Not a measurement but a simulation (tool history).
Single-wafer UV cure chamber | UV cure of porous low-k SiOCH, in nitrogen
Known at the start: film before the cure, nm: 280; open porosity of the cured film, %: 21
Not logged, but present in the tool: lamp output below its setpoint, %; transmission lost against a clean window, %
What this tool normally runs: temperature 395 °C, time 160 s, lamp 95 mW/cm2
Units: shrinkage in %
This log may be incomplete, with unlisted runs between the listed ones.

run	hour	temperature	time	lamp	wafers since the last listed run	hours since the UV bulbs were replaced	wafers since the quartz window was cleaned	shrinkage
1	0	395	160	106	0	1277.4	1357	10.756
2	65.6	395	160	95	265	1343	1623	9.673
# hour 88.3: quartz window cleaned
3	99.7	395	160	95	105	1377.1	46	11.159
4	139.5	395	160	119	161	1416.9	207	12.222
5	203.6	395	160	119	259	1481	467	12.281
6	270.6	382	160	95	271	1548	738	10.541
7	340	382	160	95	281	1617.4	1020	10.269
8	398.9	382	160	95	238	1676.3	1259	10.325
# hour 443.3: quartz window cleaned
9	467.7	395	195	95	246	1745.1	98	12.049
10	537.9	395	195	95	284	1815.3	383	11.683
11	565.1	395	160	78	110	1842.5	493	10.23
12	589.9	395	160	78	100	1867.3	594	9.597
13	633	395	160	78	174	1910.4	768	9.777
14	665	381	235	77	129	1942.4	898	11.262
# hour 697.9: UV bulbs replaced
15	698.4	395	160	113	102	0.5	1001	11.432
16	749.8	408	160	95	208	51.9	1210	10.571
17	804.3	410	160	57	220	106.4	1430	7.871
18	832.9	395	160	95	115	135	1546	9.779
19	878	401	160	95	182	180.1	1729	9.62

The next listed run, before its measurement:
# hour 892.6: quartz window cleaned
20	940.7	385	160	95	221	242.8	194	?

Run 20 gave shrinkage 10.482 %.
With no hidden state in the tool, this same run would have given shrinkage 10.635 %.

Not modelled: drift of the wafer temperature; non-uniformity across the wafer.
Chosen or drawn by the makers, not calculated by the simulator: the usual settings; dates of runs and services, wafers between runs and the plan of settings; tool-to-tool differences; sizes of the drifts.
